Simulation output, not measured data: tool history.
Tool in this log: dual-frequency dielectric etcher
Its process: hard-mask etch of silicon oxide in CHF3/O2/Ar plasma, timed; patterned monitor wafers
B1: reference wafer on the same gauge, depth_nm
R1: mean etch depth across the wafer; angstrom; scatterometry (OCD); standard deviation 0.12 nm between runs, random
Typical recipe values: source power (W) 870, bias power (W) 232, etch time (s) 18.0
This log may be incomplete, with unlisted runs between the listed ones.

{"run": 1, "hour": 0.0, "source power (W)": 870, "bias power (W)": 232, "etch time (s)": 13.5, "B1": 49.46, "R1": 342.8}
{"run": 2, "hour": 64.2, "source power (W)": 870, "bias power (W)": 232, "etch time (s)": 13.5, "B1": 49.48, "R1": 343.4}
{"run": 3, "hour": 132.7, "source power (W)": 870, "bias power (W)": 232, "etch time (s)": 18.0, "B1": 49.44, "R1": 458.0}
{"hour": 176.1, "done": "wet clean of the chamber"}
{"run": 4, "hour": 176.6, "source power (W)": 870, "bias power (W)": 232, "etch time (s)": 18.0, "B1": 49.49, "R1": 456.3}
{"run": 5, "hour": 203.0, "source power (W)": 870, "bias power (W)": 232, "etch time (s)": 18.0, "B1": 49.47, "R1": 458.5}
{"run": 6, "hour": 248.5, "source power (W)": 870, "bias power (W)": 232, "etch time (s)": 18.0, "B1": 49.5, "R1": 456.5}
{"hour": 292.6, "done": "gauge calibrated"}
{"run": 7, "hour": 312.3, "source power (W)": 870, "bias power (W)": 232, "etch time (s)": 18.0, "B1": 49.51, "R1": 457.8}
{"run": 8, "hour": 365.8, "source power (W)": 770, "bias power (W)": 232, "etch time (s)": 18.0, "B1": 49.5, "R1": 438.2}
{"run": 9, "hour": 392.9, "source power (W)": 870, "bias power (W)": 232, "etch time (s)": 18.0, "B1": 49.48, "R1": 457.7}
{"hour": 461.9, "done": "upper electrode replaced"}
{"run": 10, "hour": 462.4, "source power (W)": 870, "bias power (W)": 232, "etch time (s)": 18.0, "B1": 49.48, "R1": 456.7}
{"run": 11, "hour": 487.9, "source power (W)": 970, "bias power (W)": 256, "etch time (s)": 18.0, "B1": 49.48, "R1": 487.9}
{"run": 12, "hour": 526.9, "source power (W)": 870, "bias power (W)": 232, "etch time (s)": 15.0, "B1": 49.52, "R1": 380.6}
{"run": 13, "hour": 569.0, "source power (W)": 870, "bias power (W)": 232, "etch time (s)": 18.0, "B1": 49.47, "R1": 456.1}
{"run": 14, "hour": 639.8, "source power (W)": 870, "bias power (W)": 266, "etch time (s)": 18.0, "B1": 49.49, "R1": 474.3}
{"run": 15, "hour": 671.9, "source power (W)": 1060, "bias power (W)": 232, "etch time (s)": 18.0, "B1": 49.49, "R1": 489.3}
{"hour": 748.1, "done": "bias power generator calibrated"}
{"hour": 751.9, "done": "wet clean of the chamber"}
{"run": 16, "hour": 752.4, "source power (W)": 870, "bias power (W)": 232, "etch time (s)": 18.0, "B1": 49.53, "R1": 459.4}
{"run": 17, "hour": 776.5, "source power (W)": 700, "bias power (W)": 265, "etch time (s)": 19.5, "B1": 49.5, "R1": 477.6}
{"run": 18, "hour": 806.6, "source power (W)": 870, "bias power (W)": 181, "etch time (s)": 15.0, "B1": 49.51, "R1": 358.7}
{"run": 19, "hour": 839.0, "source power (W)": 990, "bias power (W)": 209, "etch time (s)": 15.5, "B1": 49.5, "R1": 402.5}
{"run": 20, "hour": 908.9, "source power (W)": 870, "bias power (W)": 261, "etch time (s)": 21.0, "B1": 49.48, "R1": 552.1}
{"run": 21, "hour": 942.8, "source power (W)": 1030, "bias power (W)": 178, "etch time (s)": 12.5, "B1": 49.47, "R1": 317.5}
{"hour": 994.9, "done": "source power generator calibrated"}
{"run": 22, "hour": 1004.7, "source power (W)": 870, "bias power (W)": 278, "etch time (s)": 18.0, "B1": 49.53, "R1": 480.9}
{"run": 23, "hour": 1060.2, "source power (W)": 870, "bias power (W)": 232, "etch time (s)": 18.0, "B1": 49.49, "R1": 460.1}
{"run": 24, "hour": 1146.1, "source power (W)": 950, "bias power (W)": 283, "etch time (s)": 14.0, "B1": 49.53, "R1": 384.9}
{"run": 25, "hour": 1188.1, "source power (W)": 700, "bias power (W)": 211, "etch time (s)": 16.5, "B1": 49.48, "R1": 380.0}
{"run": 26, "hour": 1255.5, "source power (W)": 790, "bias power (W)": 190, "etch time (s)": 19.5, "B1": 49.48, "R1": 459.5}
{"run": 27, "hour": 1292.1, "source power (W)": 870, "bias power (W)": 197, "etch time (s)": 20.0, "B1": 49.49, "R1": 490.0}
{"hour": 1367.3, "done": "wet clean of the chamber"}
{"run": 28, "hour": 1367.8, "source power (W)": 710, "bias power (W)": 185, "etch time (s)": 14.5, "B1": 49.49, "R1": 326.4}
{"run": 29, "hour": 1394.3, "source power (W)": 680, "bias power (W)": 266, "etch time (s)": 18.0, "B1": 49.49, "R1": 435.7}
{"run": 30, "hour": 1455.7, "source power (W)": 870, "bias power (W)": 209, "etch time (s)": 19.5, "B1": 49.48, "R1": 481.8}
{"run": 31, "hour": 1522.5, "source power (W)": 870, "bias power (W)": 178, "etch time (s)": 21.5, "B1": 49.51, "R1": 512.8}

3 ways to go on from here, each from the tool as it stands after run 31. What would each give?
{"run": "A", "hour": 1522.9, "source power (W)": 870, "bias power (W)": 217, "etch time (s)": 18.0, "B1": "?", "R1": "?"}
{"run": "B", "hour": 1522.9, "source power (W)": 870, "bias power (W)": 278, "etch time (s)": 15.0, "B1": "?", "R1": "?"}
{"run": "C", "hour": 1522.9, "source power (W)": 680, "bias power (W)": 203, "etch time (s)": 23.0, "B1": "?", "R1": "?"}

run=A B1=49.48 R1=451.9
run=B B1=49.48 R1=400.3
run=C B1=49.48 R1=523.1
Stripped of hidden state, with their random variation kept, the same runs would have yielded:
run=A R1=451.9
run=B R1=400.3
run=C R1=523.1
